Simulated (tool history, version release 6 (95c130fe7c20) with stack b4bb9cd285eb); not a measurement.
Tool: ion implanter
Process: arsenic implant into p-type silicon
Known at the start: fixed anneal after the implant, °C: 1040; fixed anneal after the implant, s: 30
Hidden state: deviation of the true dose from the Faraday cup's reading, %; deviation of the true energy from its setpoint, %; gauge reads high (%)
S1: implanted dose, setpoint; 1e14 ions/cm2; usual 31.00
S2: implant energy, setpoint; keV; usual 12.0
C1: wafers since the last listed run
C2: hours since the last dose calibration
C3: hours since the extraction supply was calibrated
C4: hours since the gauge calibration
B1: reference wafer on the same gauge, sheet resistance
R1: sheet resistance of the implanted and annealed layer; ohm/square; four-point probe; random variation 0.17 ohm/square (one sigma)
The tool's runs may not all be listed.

{"run": 1, "hour": 0.0, "S1": 31.0, "S2": 14.5, "C1": 0, "C2": 154.6, "C3": 4237.4, "C4": 894.5, "B1": 81.86, "R1": 73.77}
{"run": 2, "hour": 47.5, "S1": 31.0, "S2": 12.0, "C1": 1539, "C2": 202.1, "C3": 4284.9, "C4": 942.0, "B1": 81.86, "R1": 75.14}
{"run": 3, "hour": 146.6, "S1": 31.0, "S2": 12.0, "C1": 3210, "C2": 301.2, "C3": 4384.0, "C4": 1041.1, "B1": 81.95, "R1": 75.55}
{"run": 4, "hour": 226.9, "S1": 31.0, "S2": 12.0, "C1": 2601, "C2": 381.5, "C3": 4464.3, "C4": 1121.4, "B1": 81.89, "R1": 75.42}
{"run": 5, "hour": 264.9, "S1": 25.54, "S2": 14.0, "C1": 1231, "C2": 419.5, "C3": 4502.3, "C4": 1159.4, "B1": 81.89, "R1": 78.03}
{"run": 6, "hour": 434.0, "S1": 25.54, "S2": 14.0, "C1": 5478, "C2": 588.6, "C3": 4671.4, "C4": 1328.5, "B1": 81.9, "R1": 77.79}
{"run": 7, "hour": 484.3, "S1": 25.54, "S2": 14.0, "C1": 1629, "C2": 638.9, "C3": 4721.7, "C4": 1378.8, "B1": 81.87, "R1": 78.03}
{"run": 8, "hour": 587.3, "S1": 24.61, "S2": 10.5, "C1": 3337, "C2": 741.9, "C3": 4824.7, "C4": 1481.8, "B1": 81.88, "R1": 80.17}
{"run": 9, "hour": 628.6, "S1": 24.61, "S2": 10.5, "C1": 1338, "C2": 783.2, "C3": 4866.0, "C4": 1523.1, "B1": 81.87, "R1": 80.32}
{"run": 10, "hour": 679.6, "S1": 24.61, "S2": 10.5, "C1": 1652, "C2": 834.2, "C3": 4917.0, "C4": 1574.1, "B1": 81.94, "R1": 80.21}
{"run": 11, "hour": 741.5, "S1": 31.0, "S2": 12.0, "C1": 2005, "C2": 896.1, "C3": 4978.9, "C4": 1636.0, "B1": 81.82, "R1": 74.69}
{"run": 12, "hour": 831.8, "S1": 31.0, "S2": 12.0, "C1": 2925, "C2": 986.4, "C3": 5069.2, "C4": 1726.3, "B1": 81.88, "R1": 74.4}
{"run": 13, "hour": 938.3, "S1": 23.6, "S2": 8.0, "C1": 3450, "C2": 1092.9, "C3": 5175.7, "C4": 1832.8, "B1": 81.94, "R1": 81.94}
{"hour": 1015.1, "done": "Faraday cup replaced and dose calibrated"}
{"run": 14, "hour": 1021.0, "S1": 31.0, "S2": 15.5, "C1": 2420, "C2": 5.9, "C3": 5258.4, "C4": 1915.5, "B1": 81.96, "R1": 73.37}
{"run": 15, "hour": 1104.5, "S1": 25.54, "S2": 14.0, "C1": 2705, "C2": 89.4, "C3": 5341.9, "C4": 1999.0, "B1": 81.93, "R1": 78.28}
{"run": 16, "hour": 1201.6, "S1": 31.0, "S2": 12.0, "C1": 3146, "C2": 186.5, "C3": 5439.0, "C4": 2096.1, "B1": 81.93, "R1": 75.45}
{"hour": 1227.1, "done": "extraction supply calibrated"}
{"run": 17, "hour": 1243.1, "S1": 36.8, "S2": 10.5, "C1": 1085, "C2": 228.0, "C3": 16.0, "C4": 2137.6, "B1": 81.87, "R1": 73.61}
{"run": 18, "hour": 1333.8, "S1": 21.88, "S2": 15.5, "C1": 2938, "C2": 318.7, "C3": 106.7, "C4": 2228.3, "B1": 81.91, "R1": 81.14}
{"hour": 1447.8, "done": "gauge calibrated"}
{"run": 19, "hour": 1564.6, "S1": 26.4, "S2": 9.5, "C1": 7477, "C2": 549.5, "C3": 337.5, "C4": 116.8, "B1": 81.9, "R1": 79.66}
{"run": 20, "hour": 1620.8, "S1": 27.56, "S2": 13.5, "C1": 1820, "C2": 605.7, "C3": 393.7, "C4": 173.0, "B1": 81.88, "R1": 76.5}
{"run": 21, "hour": 1701.0, "S1": 31.0, "S2": 12.0, "C1": 2598, "C2": 685.9, "C3": 473.9, "C4": 253.2, "B1": 81.89, "R1": 75.27}
{"run": 22, "hour": 1787.1, "S1": 23.13, "S2": 12.0, "C1": 2789, "C2": 772.0, "C3": 560.0, "C4": 339.3, "B1": 81.95, "R1": 81.15}
{"run": 23, "hour": 1878.5, "S1": 36.77, "S2": 15.5, "C1": 2961, "C2": 863.4, "C3": 651.4, "C4": 430.7, "B1": 81.88, "R1": 70.0}
{"run": 24, "hour": 1977.2, "S1": 31.0, "S2": 12.0, "C1": 3197, "C2": 962.1, "C3": 750.1, "C4": 529.4, "B1": 81.92, "R1": 74.86}
{"hour": 2011.8, "done": "Faraday cup replaced and dose calibrated"}
{"run": 25, "hour": 2296.6, "S1": 37.56, "S2": 9.5, "C1": 10089, "C2": 284.8, "C3": 1069.5, "C4": 848.8, "B1": 81.92, "R1": 73.49}

Forecast each of these 4 alternatives for the next run:
{"run": "A", "hour": 2297.0, "S1": 31.0, "S2": 12.0, "C1": 12, "C2": 285.2, "C3": 1069.9, "C4": 849.2, "B1": "?", "R1": "?"}
{"run": "B", "hour": 2297.0, "S1": 28.61, "S2": 10.5, "C1": 12, "C2": 285.2, "C3": 1069.9, "C4": 849.2, "B1": "?", "R1": "?"}
{"run": "C", "hour": 2297.0, "S1": 24.44, "S2": 11.0, "C1": 12, "C2": 285.2, "C3": 1069.9, "C4": 849.2, "B1": "?", "R1": "?"}
{"run": "D", "hour": 2297.0, "S1": 23.46, "S2": 14.0, "C1": 12, "C2": 285.2, "C3": 1069.9, "C4": 849.2, "B1": "?", "R1": "?"}

run=A B1=81.93 R1=75.53
run=B B1=81.93 R1=77.81
run=C B1=81.93 R1=80.94
run=D B1=81.93 R1=80.30
Without the tool's hidden state the same runs would have given:
run=A R1=75.58
run=B R1=77.86
run=C R1=81.00
run=D R1=80.36
